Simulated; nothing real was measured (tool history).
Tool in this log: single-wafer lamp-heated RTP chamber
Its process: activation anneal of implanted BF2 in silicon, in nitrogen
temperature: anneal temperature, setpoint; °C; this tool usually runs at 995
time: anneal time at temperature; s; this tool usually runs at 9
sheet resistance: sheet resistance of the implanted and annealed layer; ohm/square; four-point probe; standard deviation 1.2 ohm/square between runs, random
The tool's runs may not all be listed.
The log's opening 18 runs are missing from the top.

| run | day | temperature | time | wafers since the last listed run | wafers since the last pyrometer calibration | wafers since the reflector plate was cleaned | hours since the gauge calibration | read-back reference wafer on the same gauge, sheet resistance | sheet resistance |
|---|---|---|---|---|---|---|---|---|---|
| 19 | 20.296 | 1019 | 7 | 452 | 4445 | 9586 | 743.7 | 204.14 | 169.83 |
| 20 | 21.221 | 995 | 9 | 323 | 4768 | 9909 | 765.9 | 203.97 | 183.29 |
| 21 | 22.458 | 980 | 8 | 432 | 5201 | 10342 | 795.6 | 204.04 | 200.35 |
| 22 | 23.908 | 1013 | 5 | 506 | 5708 | 10849 | 830.4 | 204.17 | 179.07 |
| 23 | 24.646 | 972 | 5 | 257 | 5965 | 11107 | 848.1 | 204.04 | 214.82 |
|  | 25.962 | reflector plate cleaned |
| 24 | 25.983 | 995 | 9 | 351 | 6316 | 7 | 880.2 | 204.03 | 191.99 |
| 25 | 26.583 | 995 | 14 | 209 | 6526 | 217 | 894.6 | 203.76 | 181.31 |
| 26 | 27.983 | 995 | 9 | 489 | 7016 | 706 | 928.2 | 204.03 | 187.67 |
|  | 29.133 | pyrometer window cleaned and pyrometer calibrated |
| 27 | 29.300 | 1019 | 10 | 343 | 58 | 1050 | 959.8 | 204.03 | 172.95 |
| 28 | 29.929 | 1013 | 9 | 219 | 277 | 1270 | 974.9 | 203.90 | 178.41 |
|  | 29.979 | gauge calibrated |
| 29 | 30.546 | 995 | 9 | 215 | 493 | 1485 | 13.6 | 203.84 | 193.68 |
| 30 | 31.979 | 995 | 7 | 501 | 994 | 1987 | 48.0 | 203.99 | 195.77 |
| 31 | 33.308 | 975 | 9 | 464 | 1459 | 2451 | 79.9 | 203.98 | 214.52 |
| 32 | 34.512 | 995 | 9 | 420 | 1880 | 2872 | 108.8 | 204.29 | 189.40 |
| 33 | 35.442 | 1013 | 11 | 324 | 2205 | 3197 | 131.1 | 204.01 | 170.18 |
| 34 | 36.117 | 987 | 13 | 235 | 2440 | 3433 | 147.3 | 203.89 | 188.04 |
| 35 | 37.000 | 975 | 6 | 308 | 2749 | 3742 | 168.5 | 203.93 | 212.34 |
| 36 | 38.104 | 995 | 9 | 385 | 3135 | 4128 | 195.0 | 204.05 | 186.53 |
| 37 | 38.625 | 995 | 9 | 182 | 3317 | 4310 | 207.5 | 204.08 | 186.00 |
| 38 | 39.992 | 976 | 5 | 477 | 3795 | 4788 | 240.3 | 203.94 | 212.87 |

What if the next run were any one of these 3? Each begins from the tool's condition after run 38:
| A | 40.008 | 995 | 9 | 5 | 3801 | 4793 | 240.7 | ? | ? |
| B | 40.008 | 965 | 12 | 5 | 3801 | 4793 | 240.7 | ? | ? |
| C | 40.008 | 1005 | 6 | 5 | 3801 | 4793 | 240.7 | ? | ? |

| run | read-back reference wafer on the same gauge, sheet resistance | sheet resistance |
|---|---|---|
| A | 203.99 | 186.33 |
| B | 203.99 | 214.38 |
| C | 203.99 | 184.31 |
Had the tool no hidden state, the same runs would have come out as:
| run | sheet resistance |
|---|---|
| A | 202.16 |
| B | 235.51 |
| C | 198.35 |
